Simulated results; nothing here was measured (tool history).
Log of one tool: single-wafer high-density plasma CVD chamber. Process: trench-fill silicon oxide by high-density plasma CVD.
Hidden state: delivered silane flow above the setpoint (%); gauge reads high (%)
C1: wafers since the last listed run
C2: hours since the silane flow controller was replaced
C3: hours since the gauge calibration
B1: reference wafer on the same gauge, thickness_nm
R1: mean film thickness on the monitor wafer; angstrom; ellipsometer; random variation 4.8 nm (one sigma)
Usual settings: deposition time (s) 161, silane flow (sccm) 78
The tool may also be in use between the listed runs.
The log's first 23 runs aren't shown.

Run 24, day 24.475: usual settings but deposition time (s) 170; C1 74; C2 12.3; C3 326.8; B1 939.045. Result: R1 12308.34 angstrom.
Run 25, day 25.204: usual settings but deposition time (s) 149, silane flow (sccm) 86; C1 110; C2 29.8; C3 344.3; B1 942.197. Result: R1 11883.58 angstrom.
Run 26, day 25.817: usual settings but deposition time (s) 179, silane flow (sccm) 83; C1 92; C2 44.5; C3 359.0; B1 940.745. Result: R1 13773.46 angstrom.
Run 27, day 26.638: usual settings but deposition time (s) 179, silane flow (sccm) 64; C1 123; C2 64.2; C3 378.7; B1 940.983. Result: R1 10641.10 angstrom.
Run 28, day 29.804: usual settings but deposition time (s) 188, silane flow (sccm) 88; C1 478; C2 140.2; C3 454.7; B1 940.765. Result: R1 15421.70 angstrom.
Run 29, day 30.433: usual settings but deposition time (s) 130; C1 95; C2 155.3; C3 469.8; B1 940.212. Result: R1 9398.88 angstrom.
Run 30, day 31.592: usual settings but deposition time (s) 169, silane flow (sccm) 73; C1 174; C2 183.1; C3 497.6; B1 939.315. Result: R1 11467.56 angstrom.
Run 31, day 32.696: usual settings but deposition time (s) 186, silane flow (sccm) 65; C1 166; C2 209.6; C3 524.1; B1 942.471. Result: R1 11280.67 angstrom.
Run 32, day 33.554: usual settings but deposition time (s) 153; C1 129; C2 230.2; C3 544.7; B1 940.242. Result: R1 11061.70 angstrom.

Forecast each of these 3 alternatives for the next run:
Run A, day 33.571: usual settings but deposition time (s) 192; C1 2; C2 230.6; C3 545.1; B1 ?. Result: R1 ?.
Run B, day 33.571: usual settings but deposition time (s) 152, silane flow (sccm) 72; C1 2; C2 230.6; C3 545.1; B1 ?. Result: R1 ?.
Run C, day 33.571: usual settings but deposition time (s) 182, silane flow (sccm) 72; C1 2; C2 230.6; C3 545.1; B1 ?. Result: R1 ?.

run       B1        R1
  A  940.122  13827.38
  B  940.122  10104.62
  C  940.122  12098.96
Without the tool's hidden state the same runs would have given:
run        R1
  A  13777.34
  B  10068.06
  C  12055.18
